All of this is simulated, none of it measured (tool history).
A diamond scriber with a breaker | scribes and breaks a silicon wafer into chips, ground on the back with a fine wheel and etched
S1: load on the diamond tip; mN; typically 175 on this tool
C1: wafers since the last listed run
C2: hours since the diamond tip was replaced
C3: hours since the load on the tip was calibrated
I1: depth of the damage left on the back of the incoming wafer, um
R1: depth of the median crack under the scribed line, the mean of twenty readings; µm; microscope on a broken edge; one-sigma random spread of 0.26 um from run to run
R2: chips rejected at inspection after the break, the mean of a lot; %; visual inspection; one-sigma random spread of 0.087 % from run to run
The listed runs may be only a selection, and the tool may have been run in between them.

| run | day | S1 | C1 | C2 | C3 | I1 | R1 | R2 |
|---|---|---|---|---|---|---|---|---|
| 1 | 0 | 175 | 0 | 14.5 | 53.8 | 0.56 | 13.57 | 2.3 |
| 2 | 2.121 | 175 | 205 | 65.4 | 104.7 | 0.78 | 13.89 | 2.25 |
| 3 | 4.9 | 175 | 269 | 132.1 | 171.4 | 0.63 | 14.02 | 2.22 |
| 4 | 6.738 | 175 | 177 | 176.2 | 215.5 | 0.52 | 14.36 | 2.39 |
| 5 | 7.992 | 175 | 121 | 206.3 | 245.6 | 0.32 | 14.31 | 2.46 |
| 6 | 9.529 | 175 | 148 | 243.2 | 282.5 | 0.66 | 14.79 | 2.37 |
| 7 | 10.571 | 175 | 100 | 268.2 | 307.5 | 0.66 | 14.74 | 2.5 |
| 8 | 13.058 | 198 | 240 | 327.9 | 367.2 | 0.71 | 16.12 | 4.48 |
| 9 | 14.612 | 198 | 150 | 365.2 | 404.5 | 0.53 | 15.28 | 4.14 |
| 10 | 16.992 | 198 | 230 | 422.3 | 461.6 | 0.67 | 15.7 | 4.09 |
| 11 | 19.133 | 151 | 207 | 473.7 | 513 | 0.45 | 12.57 | 2.9 |
|  | 20.325 | load on the tip recalibrated |
| 12 | 21.892 | 151 | 259 | 539.9 | 37.6 | 0.44 | 11.28 | 6.27 |
| 13 | 23.188 | 146 | 125 | 571 | 68.7 | 0.62 | 11.07 | 7.02 |
| 14 | 25.467 | 175 | 220 | 625.7 | 123.4 | 0.71 | 12.8 | 2.45 |
| 15 | 28.079 | 208 | 253 | 688.4 | 186.1 | 0.37 | 14.9 | 2.92 |
|  | 29.342 | diamond tip replaced by a new one |
| 16 | 30.5 | 226 | 226 | 27.8 | 244.2 | 0.53 | 18.26 | 9.76 |
| 17 | 31.704 | 175 | 116 | 56.7 | 273.1 | 0.48 | 14.61 | 2.87 |
| 18 | 38.888 | 208 | 695 | 229.1 | 445.5 | 0.66 | 17.44 | 7.55 |
| 19 | 40.417 | 127 | 148 | 265.8 | 482.2 | 0.75 | 11.3 | 5.69 |
| 20 | 41.575 | 137 | 112 | 293.6 | 510 | 0.42 | 11.31 | 3.41 |
|  | 43.033 | load on the tip recalibrated |
| 21 | 43.058 | 138 | 135 | 329.2 | 0.6 | 0.66 | 10.66 | 6.78 |
| 22 | 50.038 | 201 | 676 | 496.7 | 168.1 | 0.55 | 15.48 | 4.07 |
| 23 | 52.642 | 126 | 252 | 559.2 | 230.6 | 0.46 | 10.12 | 8.32 |
| 24 | 54.75 | 175 | 204 | 609.8 | 281.2 | 0.76 | 13.88 | 2.18 |

3 options for the next run, each taken on its own from the tool as it stands now. Forecast them:
| A | 54.775 | 175 | 2 | 610.4 | 281.8 | 0.61 | ? | ? |
| B | 54.775 | 202 | 2 | 610.4 | 281.8 | 0.61 | ? | ? |
| C | 54.775 | 215 | 2 | 610.4 | 281.8 | 0.61 | ? | ? |

| run | R1 | R2 |
|---|---|---|
| A | 13.86 | 2.03 |
| B | 15.64 | 3.78 |
| C | 16.47 | 5.25 |
Stripped of hidden state, with their random variation kept, the same runs would have yielded:
| run | R1 | R2 |
|---|---|---|
| A | 13.53 | 1.99 |
| B | 15.27 | 3.24 |
| C | 16.08 | 4.51 |

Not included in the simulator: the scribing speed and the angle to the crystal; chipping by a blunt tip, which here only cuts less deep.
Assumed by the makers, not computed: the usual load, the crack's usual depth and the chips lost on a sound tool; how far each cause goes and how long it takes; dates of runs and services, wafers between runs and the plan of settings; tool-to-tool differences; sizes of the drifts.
